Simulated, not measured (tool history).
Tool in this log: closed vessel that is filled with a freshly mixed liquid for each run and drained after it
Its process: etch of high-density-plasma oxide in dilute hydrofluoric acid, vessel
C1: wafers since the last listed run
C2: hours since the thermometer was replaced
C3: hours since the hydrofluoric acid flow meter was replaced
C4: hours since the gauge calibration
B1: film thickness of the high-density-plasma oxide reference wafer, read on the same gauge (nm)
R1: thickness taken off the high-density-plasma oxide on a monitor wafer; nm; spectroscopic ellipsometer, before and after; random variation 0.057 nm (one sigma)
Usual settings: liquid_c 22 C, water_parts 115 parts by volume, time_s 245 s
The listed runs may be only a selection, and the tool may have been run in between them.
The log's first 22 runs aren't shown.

{"run": 23, "hour": 325.4, "liquid_c": 19, "water_parts": 115, "time_s": 135, "C1": 1892, "C2": 124.6, "C3": 86.9, "C4": 107.8, "B1": 29.99, "R1": 7.11}
{"run": 24, "hour": 337.5, "liquid_c": 17, "water_parts": 115, "time_s": 245, "C1": 1440, "C2": 136.7, "C3": 99, "C4": 119.9, "B1": 30.03, "R1": 11.93}
{"run": 25, "hour": 350.4, "liquid_c": 22, "water_parts": 115, "time_s": 245, "C1": 1535, "C2": 149.6, "C3": 111.9, "C4": 132.8, "B1": 30, "R1": 14.7}
{"run": 26, "hour": 366.6, "liquid_c": 26, "water_parts": 80, "time_s": 115, "C1": 1928, "C2": 165.8, "C3": 128.1, "C4": 149, "B1": 30.01, "R1": 12.17}
{"run": 27, "hour": 381.4, "liquid_c": 20.5, "water_parts": 115, "time_s": 245, "C1": 1761, "C2": 180.6, "C3": 142.9, "C4": 163.8, "B1": 29.98, "R1": 13.79}
{"run": 28, "hour": 393.5, "liquid_c": 22, "water_parts": 115, "time_s": 245, "C1": 1440, "C2": 192.7, "C3": 155, "C4": 175.9, "B1": 29.99, "R1": 14.83}
{"run": 29, "hour": 403.9, "liquid_c": 19.5, "water_parts": 115, "time_s": 135, "C1": 1238, "C2": 203.1, "C3": 165.4, "C4": 186.3, "B1": 30, "R1": 7.36}
{"run": 30, "hour": 416.0, "liquid_c": 24, "water_parts": 115, "time_s": 245, "C1": 1440, "C2": 215.2, "C3": 177.5, "C4": 198.4, "B1": 30.01, "R1": 16.04}
{"run": 31, "hour": 425.0, "liquid_c": 22, "water_parts": 115, "time_s": 245, "C1": 1071, "C2": 224.2, "C3": 186.5, "C4": 207.4, "B1": 30, "R1": 14.72}
{"run": 32, "hour": 431.6, "liquid_c": 26.5, "water_parts": 145, "time_s": 120, "C1": 785, "C2": 230.8, "C3": 193.1, "C4": 214, "B1": 29.97, "R1": 6.62}

Consider 4 possible next runs. They are alternatives, not a sequence: every one starts from the tool as it was left by run 32. What does each give?
{"run": "A", "hour": 432.3, "liquid_c": 22, "water_parts": 115, "time_s": 245, "C1": 83, "C2": 231.5, "C3": 193.8, "C4": 214.7, "B1": "?", "R1": "?"}
{"run": "B", "hour": 432.3, "liquid_c": 20, "water_parts": 165, "time_s": 330, "C1": 83, "C2": 231.5, "C3": 193.8, "C4": 214.7, "B1": "?", "R1": "?"}
{"run": "C", "hour": 432.3, "liquid_c": 19.5, "water_parts": 65, "time_s": 245, "C1": 83, "C2": 231.5, "C3": 193.8, "C4": 214.7, "B1": "?", "R1": "?"}
{"run": "D", "hour": 432.3, "liquid_c": 20.5, "water_parts": 115, "time_s": 195, "C1": 83, "C2": 231.5, "C3": 193.8, "C4": 214.7, "B1": "?", "R1": "?"}

run=A B1=30 R1=14.8
run=B B1=30 R1=12.17
run=C B1=30 R1=24.99
run=D B1=30 R1=11.09
With the hidden condition removed and each run's random variation left untouched, the same runs would have given:
run=A R1=14.57
run=B R1=11.97
run=C R1=24.65
run=D R1=10.92
